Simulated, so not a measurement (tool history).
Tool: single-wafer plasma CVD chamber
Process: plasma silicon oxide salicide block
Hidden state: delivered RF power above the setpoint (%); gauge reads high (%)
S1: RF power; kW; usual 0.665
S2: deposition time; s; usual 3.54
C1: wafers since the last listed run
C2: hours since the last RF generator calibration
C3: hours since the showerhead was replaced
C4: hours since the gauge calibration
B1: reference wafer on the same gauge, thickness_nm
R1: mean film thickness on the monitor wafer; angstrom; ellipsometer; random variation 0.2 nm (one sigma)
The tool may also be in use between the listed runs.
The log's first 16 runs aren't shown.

| run | hour | S1 | S2 | C1 | C2 | C3 | C4 | B1 | R1 |
|---|---|---|---|---|---|---|---|---|---|
| 17 | 1213.9 | 0.55 | 3.86 | 1494 | 1591.6 | 433.9 | 1972.6 | 34.643 | 358.65 |
| 18 | 1296.2 | 0.665 | 3.54 | 2833 | 1673.9 | 516.2 | 2054.9 | 34.621 | 349.25 |
| 19 | 1341.7 | 0.725 | 2.91 | 1566 | 1719.4 | 561.7 | 2100.4 | 34.624 | 296.02 |
| 20 | 1415.9 | 0.665 | 3.54 | 2554 | 1793.6 | 635.9 | 2174.6 | 34.606 | 347.03 |
| 21 | 1456.2 | 0.755 | 3.95 | 1387 | 1833.9 | 676.2 | 2214.9 | 34.575 | 403.48 |
| 22 | 1505 | 0.665 | 3.28 | 1680 | 1882.7 | 725 | 2263.7 | 34.638 | 324.22 |
| 23 | 1577.8 | 0.715 | 2.88 | 2506 | 1955.5 | 797.8 | 2336.5 | 34.622 | 290.52 |
| 24 | 1624.4 | 0.76 | 4.01 | 1604 | 2002.1 | 844.4 | 2383.1 | 34.577 | 410.26 |
|  | 1640.1 | gauge calibrated |
|  | 1674.9 | RF generator calibrated |
| 25 | 1675.4 | 0.665 | 3.54 | 1480 | 0.5 | 895.4 | 35.3 | 34.581 | 350.9 |
| 26 | 1758.2 | 0.625 | 2.93 | 2850 | 83.3 | 978.2 | 118.1 | 34.629 | 284.16 |
| 27 | 1843.7 | 0.665 | 3.54 | 2943 | 168.8 | 1063.7 | 203.6 | 34.575 | 347.41 |
| 28 | 1946.2 | 0.56 | 3.89 | 3529 | 271.3 | 1166.2 | 306.1 | 34.608 | 368.47 |
| 29 | 2033.6 | 0.62 | 4.13 | 3009 | 358.7 | 1253.6 | 393.5 | 34.611 | 400.55 |
| 30 | 2119.8 | 0.665 | 3.34 | 2967 | 444.9 | 1339.8 | 479.7 | 34.585 | 329.34 |
| 31 | 2187.7 | 0.665 | 3.54 | 2337 | 512.8 | 1407.7 | 547.6 | 34.609 | 346.05 |
| 32 | 2233 | 0.785 | 3.16 | 1559 | 558.1 | 1453 | 592.9 | 34.599 | 326.08 |
| 33 | 2285.9 | 0.665 | 3 | 1821 | 611 | 1505.9 | 645.8 | 34.618 | 294.37 |

Forecast each of these 3 alternatives for the next run:
| A | 2286.3 | 0.615 | 3.54 | 13 | 611.4 | 1506.3 | 646.2 | ? | ? |
| B | 2286.3 | 0.585 | 3.8 | 13 | 611.4 | 1506.3 | 646.2 | ? | ? |
| C | 2286.3 | 0.74 | 4.03 | 13 | 611.4 | 1506.3 | 646.2 | ? | ? |

| run | B1 | R1 |
|---|---|---|
| A | 34.617 | 340.43 |
| B | 34.617 | 360.28 |
| C | 34.617 | 408.62 |
Without the tool's hidden state the same runs would have given:
| run | R1 |
|---|---|
| A | 340.43 |
| B | 360.28 |
| C | 408.62 |

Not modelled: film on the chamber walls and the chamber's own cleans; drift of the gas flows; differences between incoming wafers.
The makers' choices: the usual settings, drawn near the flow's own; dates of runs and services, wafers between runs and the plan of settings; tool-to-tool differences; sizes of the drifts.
